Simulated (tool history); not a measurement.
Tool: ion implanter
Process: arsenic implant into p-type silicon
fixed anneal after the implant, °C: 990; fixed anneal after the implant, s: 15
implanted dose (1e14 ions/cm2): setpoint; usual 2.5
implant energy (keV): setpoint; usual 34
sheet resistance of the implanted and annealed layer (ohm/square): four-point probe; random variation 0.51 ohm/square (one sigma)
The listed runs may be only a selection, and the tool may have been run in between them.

run,hour,implanted dose (1e14 ions/cm2),implant energy (keV),wafers since the last listed run,hours since the last dose calibration,hours since the extraction supply was calibrated,hours since the gauge calibration,"read-back reference wafer on the same gauge, sheet resistance",sheet resistance of the implanted and annealed layer (ohm/square)
1,0,2.5,34,0,1812.8,3826.4,175.7,331.09,309.58
2,30.6,2.5,34,852,1843.4,3857,206.3,330.93,308.53
3,54.8,2.5,34,674,1867.6,3881.2,230.5,330.93,308.27
4,88.8,2.5,34,947,1901.6,3915.2,264.5,330.98,309.2
5,105.8,2.5,34,473,1918.6,3932.2,281.5,331,309.41
6,136.5,2.5,34,855,1949.3,3962.9,312.2,331,309.82
7,160.9,2.5,34,679,1973.7,3987.3,336.6,331.07,309.59
# hour 193.3: Faraday cup replaced and dose calibrated
8,197.4,2.29,37,793,4.1,4023.8,373.1,330.97,331.36
9,218,3.25,22,573,24.7,4044.4,393.7,331,275.37
10,241.9,2.5,34,665,48.6,4068.3,417.6,331.04,314.19
11,263.4,3.22,30,598,70.1,4089.8,439.1,331.05,265.64
12,293.6,2.11,34,841,100.3,4120,469.3,330.97,355.19
# hour 296.3: gauge calibrated
# hour 311.9: extraction supply calibrated
13,321.9,2.5,25.5,565,128.6,10,25.6,331.05,327.12
14,352.1,2.06,38.5,841,158.8,40.2,55.8,330.93,351.93
15,460,2.5,34,3005,266.7,148.1,163.7,330.96,312.64
16,494.5,2.1,30,961,301.2,182.6,198.2,331.06,359.25

Consider 4 possible next runs. They are alternatives, not a sequence: every one starts from the tool as it was left by run 16. What does each give?
A,494.9,2.5,40,11,301.6,183,198.6,?,?
B,494.9,1.96,43,11,301.6,183,198.6,?,?
C,494.9,3.01,30.5,11,301.6,183,198.6,?,?
D,494.9,2.03,42.5,11,301.6,183,198.6,?,?

run,"read-back reference wafer on the same gauge, sheet resistance",sheet resistance of the implanted and annealed layer (ohm/square)
A,330.98,303.19
B,330.98,357.07
C,330.98,275.47
D,330.98,348.92
Without the tool's unlogged condition, the same runs would have read:
run,sheet resistance of the implanted and annealed layer (ohm/square)
A,309.94
B,364.83
C,281.72
D,356.54
